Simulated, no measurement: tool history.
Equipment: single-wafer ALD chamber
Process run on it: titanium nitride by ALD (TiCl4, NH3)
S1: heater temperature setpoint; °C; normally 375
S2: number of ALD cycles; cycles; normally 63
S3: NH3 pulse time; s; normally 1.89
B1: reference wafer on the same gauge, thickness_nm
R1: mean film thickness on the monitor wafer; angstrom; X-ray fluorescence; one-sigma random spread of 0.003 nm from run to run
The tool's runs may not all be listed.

{"run": 1, "day": 0.0, "S1": 386, "S2": 63, "S3": 1.89, "B1": 1.28, "R1": 12.07}
{"run": 2, "day": 2.6, "S1": 386, "S2": 63, "S3": 1.89, "B1": 1.28, "R1": 12.08}
{"run": 3, "day": 3.746, "S1": 375, "S2": 63, "S3": 1.31, "B1": 1.28, "R1": 11.74}
{"run": 4, "day": 5.992, "S1": 375, "S2": 63, "S3": 1.31, "B1": 1.28, "R1": 11.78}
{"run": 5, "day": 8.225, "S1": 375, "S2": 63, "S3": 1.89, "B1": 1.281, "R1": 11.98}
{"run": 6, "day": 15.004, "S1": 375, "S2": 63, "S3": 1.89, "B1": 1.281, "R1": 11.94}
{"day": 15.912, "done": "thermocouple changed; heater temperature recalibrated"}
{"run": 7, "day": 17.846, "S1": 375, "S2": 63, "S3": 1.89, "B1": 1.279, "R1": 11.97}
{"run": 8, "day": 20.283, "S1": 375, "S2": 63, "S3": 1.89, "B1": 1.28, "R1": 11.92}
{"run": 9, "day": 21.8, "S1": 375, "S2": 63, "S3": 1.89, "B1": 1.28, "R1": 11.97}
{"run": 10, "day": 24.288, "S1": 375, "S2": 63, "S3": 1.89, "B1": 1.28, "R1": 12.02}
{"run": 11, "day": 25.729, "S1": 375, "S2": 63, "S3": 1.89, "B1": 1.279, "R1": 12.01}
{"run": 12, "day": 27.675, "S1": 375, "S2": 63, "S3": 1.89, "B1": 1.279, "R1": 11.98}
{"run": 13, "day": 30.754, "S1": 375, "S2": 63, "S3": 1.89, "B1": 1.279, "R1": 11.97}
{"run": 14, "day": 31.938, "S1": 375, "S2": 63, "S3": 1.89, "B1": 1.281, "R1": 11.99}
{"run": 15, "day": 33.158, "S1": 375, "S2": 63, "S3": 1.89, "B1": 1.28, "R1": 12}
{"run": 16, "day": 35.667, "S1": 375, "S2": 63, "S3": 1.89, "B1": 1.28, "R1": 11.96}
{"run": 17, "day": 38.05, "S1": 375, "S2": 67, "S3": 1.89, "B1": 1.282, "R1": 12.74}
{"day": 39.388, "done": "gauge calibrated"}
{"run": 18, "day": 40.904, "S1": 375, "S2": 67, "S3": 1.89, "B1": 1.279, "R1": 12.74}
{"run": 19, "day": 43.2, "S1": 375, "S2": 67, "S3": 1.89, "B1": 1.28, "R1": 12.75}
{"run": 20, "day": 45.05, "S1": 375, "S2": 63, "S3": 1.89, "B1": 1.28, "R1": 12}
{"run": 21, "day": 50.675, "S1": 386, "S2": 63, "S3": 1.89, "B1": 1.28, "R1": 12.11}
{"run": 22, "day": 51.988, "S1": 375, "S2": 63, "S3": 1.89, "B1": 1.281, "R1": 11.97}
{"run": 23, "day": 54.512, "S1": 375, "S2": 56, "S3": 1.89, "B1": 1.279, "R1": 10.67}
{"run": 24, "day": 56.179, "S1": 367, "S2": 55, "S3": 2.46, "B1": 1.279, "R1": 10.4}
{"run": 25, "day": 57.471, "S1": 375, "S2": 63, "S3": 1.89, "B1": 1.28, "R1": 11.99}
{"run": 26, "day": 60.1, "S1": 389, "S2": 74, "S3": 2.58, "B1": 1.279, "R1": 14.41}
{"run": 27, "day": 61.846, "S1": 389, "S2": 63, "S3": 2.59, "B1": 1.279, "R1": 12.24}
{"run": 28, "day": 64.988, "S1": 389, "S2": 63, "S3": 2.33, "B1": 1.28, "R1": 12.18}
{"day": 65.925, "done": "thermocouple changed; heater temperature recalibrated"}
{"day": 66.188, "done": "showerhead replaced"}
{"run": 29, "day": 66.521, "S1": 375, "S2": 63, "S3": 1.89, "B1": 1.28, "R1": 11.94}
{"run": 30, "day": 68.571, "S1": 375, "S2": 63, "S3": 1.52, "B1": 1.28, "R1": 11.85}
{"run": 31, "day": 71.462, "S1": 364, "S2": 74, "S3": 1.89, "B1": 1.28, "R1": 13.84}
{"run": 32, "day": 74.129, "S1": 375, "S2": 55, "S3": 1.89, "B1": 1.28, "R1": 10.45}
{"run": 33, "day": 75.679, "S1": 380, "S2": 56, "S3": 2.39, "B1": 1.279, "R1": 10.73}
{"run": 34, "day": 77.117, "S1": 390, "S2": 63, "S3": 1.89, "B1": 1.28, "R1": 12.12}
{"run": 35, "day": 80.012, "S1": 390, "S2": 63, "S3": 1.63, "B1": 1.28, "R1": 12.06}
{"run": 36, "day": 81.446, "S1": 380, "S2": 74, "S3": 1.89, "B1": 1.28, "R1": 14.12}
{"run": 37, "day": 82.562, "S1": 375, "S2": 63, "S3": 1.89, "B1": 1.279, "R1": 11.99}
{"run": 38, "day": 84.679, "S1": 368, "S2": 63, "S3": 1.89, "B1": 1.28, "R1": 11.83}
{"run": 39, "day": 87.054, "S1": 388, "S2": 69, "S3": 1.65, "B1": 1.28, "R1": 13.21}
{"run": 40, "day": 88.067, "S1": 375, "S2": 63, "S3": 1.89, "B1": 1.281, "R1": 11.97}

What if the next run were any one of these 3? Each begins from the tool's condition after run 40:
{"run": "A", "day": 88.088, "S1": 375, "S2": 63, "S3": 1.89, "B1": "?", "R1": "?"}
{"run": "B", "day": 88.088, "S1": 370, "S2": 59, "S3": 2.32, "B1": "?", "R1": "?"}
{"run": "C", "day": 88.088, "S1": 367, "S2": 68, "S3": 1.14, "B1": "?", "R1": "?"}

run=A B1=1.281 R1=11.98
run=B B1=1.281 R1=11.23
run=C B1=1.281 R1=12.45
Without the tool's hidden state the same runs would have given:
run=A R1=11.98
run=B R1=11.23
run=C R1=12.45
